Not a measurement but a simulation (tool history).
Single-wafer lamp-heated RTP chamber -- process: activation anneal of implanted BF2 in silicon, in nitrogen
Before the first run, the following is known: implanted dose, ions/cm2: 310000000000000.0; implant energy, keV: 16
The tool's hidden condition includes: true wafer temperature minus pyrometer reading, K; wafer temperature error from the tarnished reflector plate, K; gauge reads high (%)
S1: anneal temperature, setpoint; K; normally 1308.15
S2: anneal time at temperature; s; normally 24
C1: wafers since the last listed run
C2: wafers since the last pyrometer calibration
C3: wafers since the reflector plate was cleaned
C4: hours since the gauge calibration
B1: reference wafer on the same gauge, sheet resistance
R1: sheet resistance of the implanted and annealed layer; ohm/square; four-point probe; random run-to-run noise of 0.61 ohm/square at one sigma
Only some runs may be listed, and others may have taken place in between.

{"run": 1, "hour": 0.0, "S1": 1308.15, "S2": 24, "C1": 0, "C2": 1174, "C3": 4060, "C4": 506.7, "B1": 434.31, "R1": 376.38}
{"run": 2, "hour": 18.5, "S1": 1308.15, "S2": 24, "C1": 296, "C2": 1470, "C3": 4356, "C4": 525.2, "B1": 433.99, "R1": 378.22}
{"run": 3, "hour": 53.2, "S1": 1308.15, "S2": 24, "C1": 555, "C2": 2026, "C3": 4911, "C4": 559.9, "B1": 434.49, "R1": 377.87}
{"hour": 121.8, "done": "reflector plate cleaned"}
{"hour": 153.3, "done": "pyrometer window cleaned and pyrometer calibrated"}
{"run": 4, "hour": 160.5, "S1": 1308.15, "S2": 24, "C1": 1461, "C2": 114, "C3": 492, "C4": 667.2, "B1": 433.93, "R1": 375.75}
{"run": 5, "hour": 193.2, "S1": 1308.15, "S2": 24, "C1": 523, "C2": 638, "C3": 1015, "C4": 699.9, "B1": 434.11, "R1": 375.18}
{"run": 6, "hour": 212.2, "S1": 1308.15, "S2": 24, "C1": 304, "C2": 942, "C3": 1319, "C4": 718.9, "B1": 433.8, "R1": 375.17}
{"run": 7, "hour": 236.8, "S1": 1308.15, "S2": 24, "C1": 393, "C2": 1336, "C3": 1713, "C4": 743.5, "B1": 433.82, "R1": 376.18}
{"hour": 248.7, "done": "reflector plate cleaned, repeated, since the last time left the tool worse"}
{"hour": 263.1, "done": "gauge calibrated"}
{"run": 8, "hour": 264.3, "S1": 1308.15, "S2": 24, "C1": 312, "C2": 1648, "C3": 249, "C4": 1.2, "B1": 434.15, "R1": 377.75}
{"run": 9, "hour": 294.1, "S1": 1321.15, "S2": 24, "C1": 477, "C2": 2125, "C3": 727, "C4": 31, "B1": 433.92, "R1": 375.31}
{"run": 10, "hour": 310.0, "S1": 1321.15, "S2": 24, "C1": 254, "C2": 2380, "C3": 981, "C4": 46.9, "B1": 434.08, "R1": 374.66}
{"run": 11, "hour": 323.7, "S1": 1297.15, "S2": 24, "C1": 219, "C2": 2599, "C3": 1200, "C4": 60.6, "B1": 433.7, "R1": 379.28}
{"run": 12, "hour": 352.0, "S1": 1308.15, "S2": 29, "C1": 453, "C2": 3052, "C3": 1654, "C4": 88.9, "B1": 434.13, "R1": 374.86}
{"hour": 369.0, "done": "pyrometer window cleaned and pyrometer calibrated"}
{"run": 13, "hour": 376.3, "S1": 1308.15, "S2": 29, "C1": 260, "C2": 116, "C3": 1915, "C4": 113.2, "B1": 433.78, "R1": 375.6}
{"run": 14, "hour": 403.6, "S1": 1308.15, "S2": 24, "C1": 437, "C2": 553, "C3": 2352, "C4": 140.5, "B1": 434.2, "R1": 376.93}
{"run": 15, "hour": 439.5, "S1": 1308.15, "S2": 24, "C1": 574, "C2": 1128, "C3": 2926, "C4": 176.4, "B1": 433.99, "R1": 377.53}
{"run": 16, "hour": 470.1, "S1": 1330.15, "S2": 31, "C1": 489, "C2": 1618, "C3": 3416, "C4": 207, "B1": 433.78, "R1": 367.53}
{"run": 17, "hour": 482.2, "S1": 1282.15, "S2": 19, "C1": 193, "C2": 1812, "C3": 3610, "C4": 219.1, "B1": 434.02, "R1": 384.7}
{"run": 18, "hour": 495.3, "S1": 1334.15, "S2": 35, "C1": 209, "C2": 2022, "C3": 3820, "C4": 232.2, "B1": 433.64, "R1": 363.4}
{"run": 19, "hour": 511.0, "S1": 1330.15, "S2": 31, "C1": 251, "C2": 2273, "C3": 4071, "C4": 247.9, "B1": 434.04, "R1": 368.42}
{"run": 20, "hour": 526.5, "S1": 1308.15, "S2": 24, "C1": 248, "C2": 2521, "C3": 4319, "C4": 263.4, "B1": 433.71, "R1": 377.32}
{"run": 21, "hour": 539.6, "S1": 1308.15, "S2": 18, "C1": 209, "C2": 2731, "C3": 4529, "C4": 276.5, "B1": 433.97, "R1": 379.81}
{"hour": 571.1, "done": "pyrometer window cleaned and pyrometer calibrated"}
{"run": 22, "hour": 571.6, "S1": 1308.15, "S2": 24, "C1": 384, "C2": 8, "C3": 4913, "C4": 308.5, "B1": 433.51, "R1": 376.92}
{"run": 23, "hour": 592.0, "S1": 1308.15, "S2": 24, "C1": 326, "C2": 334, "C3": 5240, "C4": 328.9, "B1": 434.03, "R1": 376.92}
{"run": 24, "hour": 614.2, "S1": 1289.15, "S2": 17, "C1": 355, "C2": 690, "C3": 5596, "C4": 351.1, "B1": 434.05, "R1": 384.21}
{"run": 25, "hour": 648.5, "S1": 1332.15, "S2": 32, "C1": 549, "C2": 1239, "C3": 6145, "C4": 385.4, "B1": 434.08, "R1": 367.39}
{"hour": 660.8, "done": "reflector plate cleaned"}
{"run": 26, "hour": 666.6, "S1": 1296.15, "S2": 16, "C1": 161, "C2": 1401, "C3": 93, "C4": 403.5, "B1": 434.34, "R1": 383.79}
{"run": 27, "hour": 697.5, "S1": 1337.15, "S2": 15, "C1": 494, "C2": 1896, "C3": 588, "C4": 434.4, "B1": 433.81, "R1": 376.65}
{"run": 28, "hour": 714.4, "S1": 1285.15, "S2": 13, "C1": 270, "C2": 2166, "C3": 858, "C4": 451.3, "B1": 434.2, "R1": 387.48}

Hidden state at the last listed run before each entry between runs and at the first one after, where it differs:
From run 3 to run 4: reflector plate cleaned (hour 121.8); pyrometer window cleaned and pyrometer calibrated (hour 153.3)
  wafer temperature error from the tarnished reflector plate, K: 4.02 -> 8.96
  measured value less the no-hidden-state value, R1: -0.99 -> -2.25 ohm/square
From run 7 to run 8: reflector plate cleaned, repeated, since the last time left the tool worse (hour 248.7); gauge calibrated (hour 263.1)
  wafer temperature error from the tarnished reflector plate, K: 10.3 -> 0.521
  measured value less the no-hidden-state value, R1: -2.6 -> -0.12 ohm/square
From run 12 to run 13: pyrometer window cleaned and pyrometer calibrated (hour 369)
  wafer temperature error from the tarnished reflector plate, K: 2.32 -> 2.63
  measured value less the no-hidden-state value, R1: -0.62 -> -0.71 ohm/square
From run 21 to run 22: pyrometer window cleaned and pyrometer calibrated (hour 571.1)
  wafer temperature error from the tarnished reflector plate, K: 3.64 -> 3.72
  measured value less the no-hidden-state value, R1: -0.77 -> -0.92 ohm/square
From run 25 to run 26: reflector plate cleaned (hour 660.8)
  wafer temperature error from the tarnished reflector plate, K: 3.84 -> 0.442
  measured value less the no-hidden-state value, R1: -1.1 -> -0.06 ohm/square
